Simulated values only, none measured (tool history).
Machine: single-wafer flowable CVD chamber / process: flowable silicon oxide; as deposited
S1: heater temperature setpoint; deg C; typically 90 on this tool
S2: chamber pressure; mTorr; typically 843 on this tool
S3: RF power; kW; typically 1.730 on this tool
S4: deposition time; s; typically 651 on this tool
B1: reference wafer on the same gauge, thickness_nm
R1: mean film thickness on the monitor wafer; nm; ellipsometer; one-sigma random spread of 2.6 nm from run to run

run 1 hour=0.0 | S1=90 S2=843 S3=1.730 S4=651 | B1=613.308 | R1=544.700
run 2 hour=24.1 | S1=90 S2=843 S3=1.730 S4=651 | B1=613.698 | R1=547.020
run 3 hour=56.9 | S1=90 S2=693 S3=1.500 S4=651 | B1=614.234 | R1=427.608
run 4 hour=91.1 | S1=90 S2=693 S3=1.500 S4=651 | B1=614.091 | R1=426.242
run 5 hour=171.2 | S1=90 S2=693 S3=1.500 S4=651 | B1=613.361 | R1=427.791
run 6 hour=184.6 | S1=90 S2=843 S3=1.430 S4=651 | B1=614.402 | R1=512.216
run 7 hour=216.3 | S1=90 S2=843 S3=1.730 S4=651 | B1=613.891 | R1=547.940
-- hour=264.8 capacitance manometer re-zeroed and calibrated
-- hour=294.8 showerhead replaced
run 8 hour=310.1 | S1=85 S2=843 S3=1.730 S4=651 | B1=614.512 | R1=626.814
-- hour=325.9 RF generator calibrated
run 9 hour=329.0 | S1=90 S2=843 S3=1.730 S4=651 | B1=612.881 | R1=563.853
run 10 hour=347.1 | S1=90 S2=675 S3=1.525 S4=691 | B1=613.672 | R1=456.130
run 11 hour=392.5 | S1=90 S2=751 S3=1.730 S4=544 | B1=614.592 | R1=414.401
run 12 hour=404.5 | S1=90 S2=843 S3=1.730 S4=651 | B1=613.860 | R1=556.848
-- hour=413.3 gauge calibrated
run 13 hour=433.3 | S1=90 S2=843 S3=1.830 S4=651 | B1=614.315 | R1=559.615
run 14 hour=448.6 | S1=90 S2=1021 S3=1.985 S4=651 | B1=613.941 | R1=690.368
run 15 hour=479.1 | S1=90 S2=1015 S3=1.730 S4=651 | B1=614.624 | R1=660.932
run 16 hour=508.2 | S1=90 S2=843 S3=1.920 S4=651 | B1=614.216 | R1=566.459
run 17 hour=525.5 | S1=90 S2=843 S3=1.730 S4=731 | B1=613.432 | R1=619.711
run 18 hour=552.3 | S1=90 S2=698 S3=1.730 S4=651 | B1=614.107 | R1=457.084
run 19 hour=576.7 | S1=76 S2=748 S3=1.730 S4=599 | B1=614.516 | R1=639.720
run 20 hour=609.5 | S1=90 S2=843 S3=1.730 S4=651 | B1=614.429 | R1=556.246
run 21 hour=638.3 | S1=90 S2=843 S3=1.730 S4=651 | B1=614.043 | R1=545.627
run 22 hour=657.5 | S1=90 S2=1018 S3=1.730 S4=651 | B1=615.042 | R1=660.329
run 23 hour=683.2 | S1=85 S2=768 S3=1.470 S4=746 | B1=614.088 | R1=614.976
run 24 hour=699.7 | S1=90 S2=913 S3=2.035 S4=651 | B1=614.556 | R1=624.788
run 25 hour=744.9 | S1=97 S2=843 S3=1.470 S4=773 | B1=613.980 | R1=501.487
run 26 hour=770.4 | S1=86 S2=843 S3=1.620 S4=570 | B1=614.810 | R1=521.560
run 27 hour=787.7 | S1=90 S2=913 S3=2.035 S4=651 | B1=613.591 | R1=610.496

Forecast run 28:
run 28 hour=800.1 | S1=95 S2=954 S3=1.730 S4=579 | B1=? | R1=?

{"run 28": {"B1": 614.598, "R1": 472.82}}
The same run, on a tool lacking any hidden state, would have yielded R1 481.851 nm.
